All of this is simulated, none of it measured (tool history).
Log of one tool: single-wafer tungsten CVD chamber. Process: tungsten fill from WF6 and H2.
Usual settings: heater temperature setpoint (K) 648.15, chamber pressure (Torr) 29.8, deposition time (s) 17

run    hour  heater temperature setpoint (K)  chamber pressure (Torr)  deposition time (s)  wafers since the last listed run  hours since the last thermocouple change  hours since the last manometer calibration  hours since the showerhead was replaced  hours since the gauge calibration  read-back reference wafer on the same gauge, thickness_nm  mean film thickness on the monitor wafer (angstrom)
  1       0                           659.15                     29.8                   17                                 0                                    1537.6                                       892.4                                   7778.4                               1007                                                       30.9                                               393.35
  2    76.2                           641.15                     29.8                   17                              2783                                    1613.8                                       968.6                                   7854.6                             1083.2                                                      30.88                                               258.52
  3   162.1                           641.15                     29.8                   17                              3137                                    1699.7                                      1054.5                                   7940.5                             1169.1                                                      30.91                                               257.92
      168.7  -- gauge calibrated
  4   238.9                           648.15                     29.8                   17                              2805                                    1776.5                                      1131.3                                   8017.3                               70.2                                                     30.867                                               302.14
  5   330.8                           648.15                     29.8                   17                              3356                                    1868.4                                      1223.2                                   8109.2                              162.1                                                     30.883                                               302.65
  6   433.2                           654.15                     29.8                 19.3                              3740                                    1970.8                                      1325.6                                   8211.6                              264.5                                                     30.894                                               396.43
  7   487.6                           654.15                     29.8                 19.3                              1986                                    2025.2                                        1380                                     8266                              318.9                                                     30.948                                               396.31
  8   566.7                           648.15                     29.8                   17                              2889                                    2104.3                                      1459.1                                   8345.1                                398                                                     30.867                                               302.56
  9   603.9                           648.15                     29.8                   17                              1358                                    2141.5                                      1496.3                                   8382.3                              435.2                                                     30.932                                               302.27
 10   667.6                           648.15                     29.8                 16.2                              2326                                    2205.2                                        1560                                     8446                              498.9                                                     30.914                                               287.95
 11   766.8                           648.15                     29.8                 16.2                              3623                                    2304.4                                      1659.2                                   8545.2                              598.1                                                     30.897                                               287.54
 12   873.9                           636.15                     29.8                   17                              3911                                    2411.5                                      1766.3                                   8652.3                              705.2                                                     30.907                                               223.31
      931.1  -- showerhead replaced
 13   976.9                           648.15                     29.8                   14                              3469                                    2514.5                                      1869.3                                     45.8                              808.2                                                     30.877                                               246.79
 14  1023.9                           655.15                     29.8                 14.8                              1716                                    2561.5                                      1916.3                                     92.8                              855.2                                                     30.905                                               307.27
     1088.5  -- gauge calibrated
 15  1124.5                           648.15                     27.9                   17                              3674                                    2662.1                                      2016.9                                    193.4                                 36                                                      30.92                                               289.68
     1228.2  -- thermocouple changed; heater temperature recalibrated
 16  1228.7                           648.15                     29.8                   17                              3513                                       0.5                                      2121.1                                    297.6                              140.2                                                     30.877                                               298.05
 17  1280.4                           661.15                     29.8                   17                              1888                                      52.2                                      2172.8                                    349.3                              191.9                                                     30.916                                               402.69
 18  1373.7                           648.15                     29.8                 18.9                              3407                                     145.5                                      2266.1                                    442.6                              285.2                                                      30.86                                               330.12
 19  1466.9                           640.15                     29.8                   17                              3404                                     238.7                                      2359.3                                    535.8                              378.4                                                     30.871                                               244.11
       1536  -- capacitance manometer re-zeroed and calibrated
 20  1536.5                           648.15                     29.8                   17                              2249                                     308.3                                         0.5                                    605.4                                448                                                     30.877                                               305.96
 21  1628.6                           648.15                       36                   17                              3363                                     400.4                                        92.6                                    697.5                              540.1                                                     30.877                                               326.56
 22  1726.1                           648.15                     34.3                 19.5                              3561                                     497.9                                       190.1                                      795                              637.6                                                     30.885                                               368.53
 23  1922.2                           639.15                     29.8                 19.8                              7162                                       694                                       386.2                                    991.1                              833.7                                                      30.84                                               284.27

4 ways to go on from here, each from the tool as it stands after run 23. What would each give?
  A  1922.6                           634.15                     29.8                   17                                14                                     694.4                                       386.6                                    991.5                              834.1                                                          ?                                                    ?
  B  1922.6                           648.15                     29.8                 19.6                                14                                     694.4                                       386.6                                    991.5                              834.1                                                          ?                                                    ?
  C  1922.6                           655.15                     29.8                   17                                14                                     694.4                                       386.6                                    991.5                              834.1                                                          ?                                                    ?
  D  1922.6                           656.15                     35.3                 18.5                                14                                     694.4                                       386.6                                    991.5                              834.1                                                          ?                                                    ?

run  read-back reference wafer on the same gauge, thickness_nm  mean film thickness on the monitor wafer (angstrom)
  A                                                     30.889                                               216.65
  B                                                     30.889                                               351.88
  C                                                     30.889                                               358.85
  D                                                     30.889                                               425.58
Without the tool's hidden state the same runs would have given:
run  mean film thickness on the monitor wafer (angstrom)
  A                                                217.2
  B                                               352.77
  C                                               359.77
  D                                               426.64
